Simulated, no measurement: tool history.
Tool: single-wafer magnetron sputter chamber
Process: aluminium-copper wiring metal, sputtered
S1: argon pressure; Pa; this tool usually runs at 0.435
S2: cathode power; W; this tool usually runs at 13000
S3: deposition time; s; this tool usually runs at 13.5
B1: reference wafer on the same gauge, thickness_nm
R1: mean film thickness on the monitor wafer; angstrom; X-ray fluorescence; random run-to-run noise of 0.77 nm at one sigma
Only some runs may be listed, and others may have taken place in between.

{"run": 1, "hour": 0.0, "S1": 0.435, "S2": 11150, "S3": 14.3, "B1": 349.944, "R1": 2911.23}
{"run": 2, "hour": 60.3, "S1": 0.435, "S2": 13000, "S3": 13.5, "B1": 350.072, "R1": 3038.09}
{"run": 3, "hour": 119.9, "S1": 0.435, "S2": 13000, "S3": 13.5, "B1": 350.032, "R1": 3026.27}
{"run": 4, "hour": 207.8, "S1": 0.435, "S2": 13000, "S3": 13.5, "B1": 349.952, "R1": 3028.14}
{"run": 5, "hour": 283.5, "S1": 0.435, "S2": 13000, "S3": 13.5, "B1": 350.009, "R1": 3011.45}
{"run": 6, "hour": 344.1, "S1": 0.435, "S2": 13000, "S3": 13.5, "B1": 349.943, "R1": 3014.74}
{"run": 7, "hour": 440.3, "S1": 0.435, "S2": 13000, "S3": 13.5, "B1": 349.869, "R1": 3003.68}
{"hour": 479.9, "done": "sputter target and shields replaced"}
{"run": 8, "hour": 514.1, "S1": 0.435, "S2": 13000, "S3": 13.5, "B1": 350.129, "R1": 3048.89}
{"run": 9, "hour": 588.4, "S1": 0.435, "S2": 13000, "S3": 13.5, "B1": 350.093, "R1": 3052.4}
{"run": 10, "hour": 635.3, "S1": 0.435, "S2": 13000, "S3": 13.5, "B1": 349.934, "R1": 3037.29}
{"hour": 687.6, "done": "capacitance manometer re-zeroed and calibrated"}
{"run": 11, "hour": 734.7, "S1": 0.517, "S2": 13850, "S3": 13.5, "B1": 349.868, "R1": 3049.57}
{"run": 12, "hour": 827.3, "S1": 0.517, "S2": 13850, "S3": 13.5, "B1": 350.035, "R1": 3048.36}
{"run": 13, "hour": 920.6, "S1": 0.517, "S2": 13850, "S3": 13.5, "B1": 349.879, "R1": 3055.89}
{"run": 14, "hour": 995.3, "S1": 0.435, "S2": 13000, "S3": 13.5, "B1": 349.972, "R1": 3021.23}
{"hour": 1003.9, "done": "gauge calibrated"}
{"hour": 1114.3, "done": "sputter target and shields replaced"}
{"hour": 1233.4, "done": "magnet pack replaced, of another model than before"}
{"run": 15, "hour": 1265.0, "S1": 0.435, "S2": 13000, "S3": 12.9, "B1": 350.124, "R1": 2899.3}
{"run": 16, "hour": 1365.4, "S1": 0.537, "S2": 10950, "S3": 10.8, "B1": 350.038, "R1": 2138.71}
{"run": 17, "hour": 1455.7, "S1": 0.435, "S2": 13000, "S3": 13.5, "B1": 350.128, "R1": 3026.59}
{"run": 18, "hour": 1533.6, "S1": 0.529, "S2": 13000, "S3": 13.5, "B1": 350.237, "R1": 2955.84}
{"run": 19, "hour": 1570.0, "S1": 0.305, "S2": 13000, "S3": 13.5, "B1": 350.035, "R1": 3112.67}

What does the tool deliver on the next run?
{"run": 20, "hour": 1606.8, "S1": 0.435, "S2": 10600, "S3": 13.5, "B1": "?", "R1": "?"}

{"run 20": {"B1": 350.142, "R1": 2639.06}}
With no hidden state in the tool, this same run would have given R1 2661.71 angstrom.
